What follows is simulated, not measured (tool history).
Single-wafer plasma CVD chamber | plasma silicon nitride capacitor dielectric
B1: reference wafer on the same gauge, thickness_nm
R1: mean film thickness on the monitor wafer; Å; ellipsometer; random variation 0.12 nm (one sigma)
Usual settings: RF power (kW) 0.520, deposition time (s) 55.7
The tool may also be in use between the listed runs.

{"run": 1, "day": 0.0, "RF power (kW)": 0.455, "deposition time (s)": 55.7, "B1": 70.273, "R1": 784.61}
{"run": 2, "day": 0.454, "RF power (kW)": 0.52, "deposition time (s)": 63.4, "B1": 70.278, "R1": 934.97}
{"run": 3, "day": 0.842, "RF power (kW)": 0.52, "deposition time (s)": 64.4, "B1": 70.297, "R1": 950.84}
{"run": 4, "day": 1.567, "RF power (kW)": 0.52, "deposition time (s)": 61.8, "B1": 70.318, "R1": 912.25}
{"run": 5, "day": 2.154, "RF power (kW)": 0.52, "deposition time (s)": 61.8, "B1": 70.287, "R1": 913.4}
{"run": 6, "day": 2.433, "RF power (kW)": 0.52, "deposition time (s)": 61.8, "B1": 70.324, "R1": 913.31}
{"run": 7, "day": 3.104, "RF power (kW)": 0.52, "deposition time (s)": 55.7, "B1": 70.318, "R1": 822.88}
{"run": 8, "day": 3.542, "RF power (kW)": 0.52, "deposition time (s)": 55.7, "B1": 70.276, "R1": 822.64}
{"run": 9, "day": 4.054, "RF power (kW)": 0.52, "deposition time (s)": 55.7, "B1": 70.319, "R1": 823.91}
{"run": 10, "day": 4.412, "RF power (kW)": 0.455, "deposition time (s)": 55.7, "B1": 70.322, "R1": 781.63}
{"run": 11, "day": 4.892, "RF power (kW)": 0.425, "deposition time (s)": 55.7, "B1": 70.292, "R1": 760.93}
{"day": 5.325, "done": "gauge calibrated"}
{"day": 5.462, "done": "RF generator calibrated"}
{"run": 12, "day": 5.483, "RF power (kW)": 0.575, "deposition time (s)": 63.5, "B1": 70.337, "R1": 973.41}
{"day": 6.096, "done": "showerhead replaced"}
{"run": 13, "day": 6.117, "RF power (kW)": 0.52, "deposition time (s)": 55.7, "B1": 70.304, "R1": 825.0}
{"run": 14, "day": 6.358, "RF power (kW)": 0.52, "deposition time (s)": 55.7, "B1": 70.305, "R1": 822.2}
{"run": 15, "day": 6.846, "RF power (kW)": 0.61, "deposition time (s)": 52.6, "B1": 70.273, "R1": 821.87}
{"run": 16, "day": 7.142, "RF power (kW)": 0.52, "deposition time (s)": 45.9, "B1": 70.266, "R1": 676.22}
{"run": 17, "day": 7.792, "RF power (kW)": 0.575, "deposition time (s)": 55.7, "B1": 70.304, "R1": 852.66}
{"run": 18, "day": 8.092, "RF power (kW)": 0.52, "deposition time (s)": 60.5, "B1": 70.28, "R1": 892.87}

What the log doesn't show, run by run:
delivered RF power above the setpoint (%): 0 in every run
gauge reads high (%): 0 in every run
